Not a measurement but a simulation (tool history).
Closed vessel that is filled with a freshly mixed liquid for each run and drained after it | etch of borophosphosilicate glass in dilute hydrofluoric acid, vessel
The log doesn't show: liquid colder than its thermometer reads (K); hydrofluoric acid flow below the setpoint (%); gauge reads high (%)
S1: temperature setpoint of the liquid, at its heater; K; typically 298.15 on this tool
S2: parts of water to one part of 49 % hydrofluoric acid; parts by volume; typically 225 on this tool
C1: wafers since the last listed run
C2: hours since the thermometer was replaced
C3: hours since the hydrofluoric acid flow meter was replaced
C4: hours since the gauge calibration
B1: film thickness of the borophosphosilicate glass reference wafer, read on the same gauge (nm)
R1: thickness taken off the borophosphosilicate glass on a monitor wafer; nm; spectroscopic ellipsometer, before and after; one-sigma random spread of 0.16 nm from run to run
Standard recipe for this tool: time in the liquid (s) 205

{"run": 1, "hour": 0.0, "S1": 298.15, "S2": 225, "time in the liquid (s)": 205, "C1": 0, "C2": 1188.7, "C3": 1519.0, "C4": 1540.6, "B1": 79.98, "R1": 25.93}
{"run": 2, "hour": 85.8, "S1": 298.15, "S2": 225, "time in the liquid (s)": 205, "C1": 10955, "C2": 1274.5, "C3": 1604.8, "C4": 1626.4, "B1": 80.01, "R1": 26.03}
{"hour": 126.8, "done": "thermometer replaced"}
{"run": 3, "hour": 133.7, "S1": 298.15, "S2": 225, "time in the liquid (s)": 205, "C1": 5988, "C2": 6.9, "C3": 1652.7, "C4": 1674.3, "B1": 80.0, "R1": 25.17}
{"run": 4, "hour": 185.8, "S1": 298.15, "S2": 160, "time in the liquid (s)": 205, "C1": 6652, "C2": 59.0, "C3": 1704.8, "C4": 1726.4, "B1": 80.0, "R1": 37.89}
{"run": 5, "hour": 289.4, "S1": 298.15, "S2": 160, "time in the liquid (s)": 205, "C1": 13227, "C2": 162.6, "C3": 1808.4, "C4": 1830.0, "B1": 80.02, "R1": 37.91}
{"hour": 328.0, "done": "hydrofluoric acid flow meter replaced"}
{"run": 6, "hour": 381.0, "S1": 298.15, "S2": 225, "time in the liquid (s)": 205, "C1": 11567, "C2": 254.2, "C3": 53.0, "C4": 1921.6, "B1": 80.05, "R1": 24.99}
{"run": 7, "hour": 445.3, "S1": 298.15, "S2": 225, "time in the liquid (s)": 205, "C1": 8209, "C2": 318.5, "C3": 117.3, "C4": 1985.9, "B1": 80.03, "R1": 25.44}
{"run": 8, "hour": 509.3, "S1": 294.15, "S2": 225, "time in the liquid (s)": 205, "C1": 8171, "C2": 382.5, "C3": 181.3, "C4": 2049.9, "B1": 79.99, "R1": 21.58}
{"hour": 604.2, "done": "thermometer replaced, repeated, since the last time left the tool worse"}
{"run": 9, "hour": 615.3, "S1": 298.15, "S2": 225, "time in the liquid (s)": 205, "C1": 13406, "C2": 11.1, "C3": 287.3, "C4": 2155.9, "B1": 79.98, "R1": 26.76}
{"run": 10, "hour": 717.9, "S1": 298.15, "S2": 225, "time in the liquid (s)": 205, "C1": 13100, "C2": 113.7, "C3": 389.9, "C4": 2258.5, "B1": 79.98, "R1": 26.63}
{"run": 11, "hour": 763.9, "S1": 301.15, "S2": 150, "time in the liquid (s)": 205, "C1": 5873, "C2": 159.7, "C3": 435.9, "C4": 2304.5, "B1": 79.97, "R1": 48.43}
{"run": 12, "hour": 805.7, "S1": 293.65, "S2": 320, "time in the liquid (s)": 150, "C1": 5337, "C2": 201.5, "C3": 477.7, "C4": 2346.3, "B1": 80.0, "R1": 10.67}
{"run": 13, "hour": 870.7, "S1": 302.15, "S2": 225, "time in the liquid (s)": 110, "C1": 8299, "C2": 266.5, "C3": 542.7, "C4": 2411.3, "B1": 80.02, "R1": 16.44}
{"run": 14, "hour": 920.8, "S1": 298.15, "S2": 225, "time in the liquid (s)": 205, "C1": 6396, "C2": 316.6, "C3": 592.8, "C4": 2461.4, "B1": 80.01, "R1": 26.41}
{"run": 15, "hour": 990.5, "S1": 298.15, "S2": 330, "time in the liquid (s)": 135, "C1": 8899, "C2": 386.3, "C3": 662.5, "C4": 2531.1, "B1": 80.0, "R1": 10.61}
{"run": 16, "hour": 1042.9, "S1": 298.15, "S2": 225, "time in the liquid (s)": 205, "C1": 6690, "C2": 438.7, "C3": 714.9, "C4": 2583.5, "B1": 80.0, "R1": 26.27}
{"run": 17, "hour": 1105.8, "S1": 302.65, "S2": 225, "time in the liquid (s)": 90, "C1": 8031, "C2": 501.6, "C3": 777.8, "C4": 2646.4, "B1": 80.01, "R1": 13.52}
{"run": 18, "hour": 1155.9, "S1": 300.15, "S2": 280, "time in the liquid (s)": 125, "C1": 6396, "C2": 551.7, "C3": 827.9, "C4": 2696.5, "B1": 80.02, "R1": 13.03}
{"hour": 1183.4, "done": "gauge calibrated"}
{"run": 19, "hour": 1220.7, "S1": 298.15, "S2": 225, "time in the liquid (s)": 205, "C1": 8273, "C2": 616.5, "C3": 892.7, "C4": 37.3, "B1": 80.02, "R1": 26.5}
{"run": 20, "hour": 1310.4, "S1": 298.15, "S2": 265, "time in the liquid (s)": 205, "C1": 11452, "C2": 706.2, "C3": 982.4, "C4": 127.0, "B1": 79.99, "R1": 21.16}
{"run": 21, "hour": 1375.1, "S1": 301.65, "S2": 265, "time in the liquid (s)": 255, "C1": 8260, "C2": 770.9, "C3": 1047.1, "C4": 191.7, "B1": 80.01, "R1": 29.97}
{"run": 22, "hour": 1454.6, "S1": 300.15, "S2": 320, "time in the liquid (s)": 255, "C1": 10150, "C2": 850.4, "C3": 1126.6, "C4": 271.2, "B1": 80.03, "R1": 22.46}
{"run": 23, "hour": 1522.8, "S1": 298.15, "S2": 225, "time in the liquid (s)": 205, "C1": 8707, "C2": 918.6, "C3": 1194.8, "C4": 339.4, "B1": 80.0, "R1": 26.01}
{"run": 24, "hour": 1588.1, "S1": 296.15, "S2": 270, "time in the liquid (s)": 315, "C1": 8337, "C2": 983.9, "C3": 1260.1, "C4": 404.7, "B1": 79.97, "R1": 29.66}
{"hour": 1682.3, "done": "thermometer replaced"}
{"run": 25, "hour": 1683.1, "S1": 302.15, "S2": 290, "time in the liquid (s)": 140, "C1": 12002, "C2": 0.8, "C3": 1355.1, "C4": 499.7, "B1": 79.98, "R1": 15.05}
{"run": 26, "hour": 1730.0, "S1": 298.15, "S2": 225, "time in the liquid (s)": 205, "C1": 5988, "C2": 47.7, "C3": 1402.0, "C4": 546.6, "B1": 80.02, "R1": 26.62}
{"run": 27, "hour": 1812.1, "S1": 298.15, "S2": 325, "time in the liquid (s)": 265, "C1": 10482, "C2": 129.8, "C3": 1484.1, "C4": 628.7, "B1": 80.05, "R1": 21.46}
{"run": 28, "hour": 1904.7, "S1": 298.15, "S2": 225, "time in the liquid (s)": 205, "C1": 11823, "C2": 222.4, "C3": 1576.7, "C4": 721.3, "B1": 80.0, "R1": 26.72}
{"run": 29, "hour": 1953.5, "S1": 295.65, "S2": 185, "time in the liquid (s)": 280, "C1": 6230, "C2": 271.2, "C3": 1625.5, "C4": 770.1, "B1": 79.98, "R1": 41.35}
{"run": 30, "hour": 2041.2, "S1": 299.65, "S2": 225, "time in the liquid (s)": 205, "C1": 11197, "C2": 358.9, "C3": 1713.2, "C4": 857.8, "B1": 79.98, "R1": 28.03}

Results per run with the tool's hidden condition removed, run-to-run variation unchanged:
run=1 R1=26.70
run=2 R1=26.86
run=3 R1=26.64
run=4 R1=40.25
run=5 R1=40.39
run=6 R1=26.61
run=7 R1=27.13
run=8 R1=23.12
run=9 R1=26.82
run=10 R1=26.76
run=11 R1=48.73
run=12 R1=10.75
run=13 R1=16.58
run=14 R1=26.66
run=15 R1=10.73
run=16 R1=26.61
run=17 R1=13.71
run=18 R1=13.23
run=19 R1=26.95
run=20 R1=21.56
run=21 R1=30.55
run=22 R1=22.93
run=23 R1=26.65
run=24 R1=30.43
run=25 R1=15.06
run=26 R1=26.66
run=27 R1=21.53
run=28 R1=26.88
run=29 R1=41.65
run=30 R1=28.28
